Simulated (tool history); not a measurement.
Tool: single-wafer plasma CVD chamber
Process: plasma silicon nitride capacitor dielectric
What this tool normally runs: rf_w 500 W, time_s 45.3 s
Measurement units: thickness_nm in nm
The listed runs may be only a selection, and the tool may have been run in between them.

run,hour,rf_w,time_s,"read-back reference wafer on the same gauge, thickness_nm",thickness_nm
1,0,475,45.3,74.562,68.379
2,38.9,475,45.3,74.643,68.555
3,105.7,475,45.3,74.572,68.14
4,139.6,500,45.3,74.559,69.186
5,167.8,500,45.3,74.628,69.224
6,222.5,500,45.3,74.629,68.963
7,278.6,500,47.3,74.566,72.058
8,322.4,500,45.3,74.602,69.046
9,351.4,440,38.4,74.57,57.042
10,406.7,500,45.3,74.58,69.069
11,439.5,575,41.9,74.624,65.818
12,487.8,565,51.8,74.616,80.88
# hour 537.1: gauge calibrated
# hour 551.4: showerhead replaced
13,551.9,565,45.3,74.573,70.703
14,600.3,540,48.9,74.589,75.753
# hour 645.6: RF generator calibrated
15,654.5,500,45.3,74.665,70.274
16,711.8,430,36.9,74.568,55.42
17,757.2,590,40.2,74.576,64.539
18,808.1,445,45.3,74.617,68.129

Forecast each of these 5 alternatives for the next run:
A,808.5,500,45.3,?,?
B,808.5,585,48.8,?,?
C,808.5,590,39.3,?,?
D,808.5,415,51.8,?,?
E,808.5,600,42.6,?,?

run,"read-back reference wafer on the same gauge, thickness_nm",thickness_nm
A,74.605,70.055
B,74.605,78.074
C,74.605,62.994
D,74.605,77.097
E,74.605,68.539
The same runs, with their run-to-run variation unchanged, on a tool lacking any hidden condition would have given:
run,thickness_nm
A,70.342
B,78.394
C,63.252
D,77.412
E,68.819
